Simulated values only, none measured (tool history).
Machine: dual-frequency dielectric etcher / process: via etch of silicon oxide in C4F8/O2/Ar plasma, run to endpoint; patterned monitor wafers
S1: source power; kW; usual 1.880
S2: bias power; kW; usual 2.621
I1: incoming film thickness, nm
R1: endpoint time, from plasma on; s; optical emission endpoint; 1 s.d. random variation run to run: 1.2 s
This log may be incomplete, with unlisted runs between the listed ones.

run 1 day=0.000 | S1=1.880 S2=2.621 | I1=1464.4 | R1=280.3
-- day=2.704 wet clean of the chamber
run 2 day=3.379 | S1=1.880 S2=2.621 | I1=1454.5 | R1=269.7
run 3 day=6.354 | S1=1.980 S2=2.621 | I1=1448.7 | R1=264.7
run 4 day=7.617 | S1=1.780 S2=2.936 | I1=1457.8 | R1=267.8
run 5 day=10.371 | S1=2.060 S2=2.621 | I1=1458.9 | R1=262.5
run 6 day=12.917 | S1=2.060 S2=2.621 | I1=1456.5 | R1=262.2
run 7 day=15.867 | S1=2.060 S2=2.621 | I1=1458.0 | R1=261.6
run 8 day=17.529 | S1=2.210 S2=2.621 | I1=1456.6 | R1=254.6
-- day=25.108 wet clean of the chamber
run 9 day=25.129 | S1=2.210 S2=2.621 | I1=1437.4 | R1=248.9
run 10 day=26.838 | S1=2.210 S2=2.621 | I1=1452.8 | R1=249.0
-- day=31.471 source power generator calibrated
run 11 day=35.667 | S1=1.880 S2=2.621 | I1=1473.1 | R1=281.3
run 12 day=37.046 | S1=1.880 S2=2.621 | I1=1462.7 | R1=281.0
run 13 day=38.812 | S1=1.880 S2=2.621 | I1=1456.1 | R1=279.8
-- day=42.425 upper electrode replaced
run 14 day=42.446 | S1=1.880 S2=2.621 | I1=1457.5 | R1=278.8
run 15 day=43.779 | S1=2.040 S2=2.333 | I1=1453.8 | R1=278.7
run 16 day=46.296 | S1=1.880 S2=2.621 | I1=1455.6 | R1=279.9
run 17 day=48.700 | S1=1.660 S2=2.930 | I1=1445.1 | R1=280.9
run 18 day=50.079 | S1=2.290 S2=2.934 | I1=1477.7 | R1=248.9
-- day=51.242 bias power generator calibrated
-- day=52.325 wet clean of the chamber
run 19 day=52.821 | S1=2.150 S2=3.179 | I1=1440.1 | R1=240.6
run 20 day=61.058 | S1=1.880 S2=3.245 | I1=1459.4 | R1=256.3
run 21 day=64.096 | S1=1.730 S2=1.985 | I1=1443.7 | R1=310.6
run 22 day=66.604 | S1=1.880 S2=2.188 | I1=1453.2 | R1=291.5
run 23 day=68.167 | S1=1.880 S2=2.418 | I1=1461.5 | R1=285.5
run 24 day=70.050 | S1=1.720 S2=2.367 | I1=1450.2 | R1=295.8
run 25 day=72.383 | S1=2.230 S2=2.899 | I1=1448.3 | R1=246.4
run 26 day=73.508 | S1=2.070 S2=3.110 | I1=1470.9 | R1=255.2
run 27 day=74.867 | S1=2.210 S2=2.621 | I1=1463.6 | R1=258.8
run 28 day=76.879 | S1=2.220 S2=2.204 | I1=1464.4 | R1=273.2
-- day=78.638 wet clean of the chamber
run 29 day=79.346 | S1=2.330 S2=2.263 | I1=1462.6 | R1=261.1
run 30 day=84.171 | S1=1.880 S2=2.621 | I1=1448.4 | R1=272.1
run 31 day=86.767 | S1=1.880 S2=2.621 | I1=1450.1 | R1=272.6

A few steps of R1 between consecutive runs. Split each: what settings, incoming material and random variation would produce without the hidden state, and what is left over for the hidden state, along with gauge scatter present in only one of the two compared results (measured, and without hidden state):
Unlogged tool condition in this case: etch rate over this chamber's usual, %; source power that arrives over what is set, %; bias power that arrives over what is set, %.
Run 1 -> 2: wet clean of the chamber. R1 -10.6 s: hidden state -5.7, all else -4.9.
Run 10 -> 11: S1 2.210 -> 1.880, source power generator calibrated. R1 +32.3 s: hidden state +5.8, all else +26.5.
Run 18 -> 19: S1 2.290 -> 2.150, S2 2.934 -> 3.179, bias power generator calibrated, wet clean of the chamber. R1 -8.3 s: hidden state -4.8, all else -3.5.
Run 20 -> 21: S1 1.880 -> 1.730, S2 3.245 -> 1.985. R1 +54.3 s: hidden state +0.6, all else +53.7.
Run 24 -> 25: S1 1.720 -> 2.230, S2 2.367 -> 2.899. R1 -49.4 s: hidden state +0.0, all else -49.4.
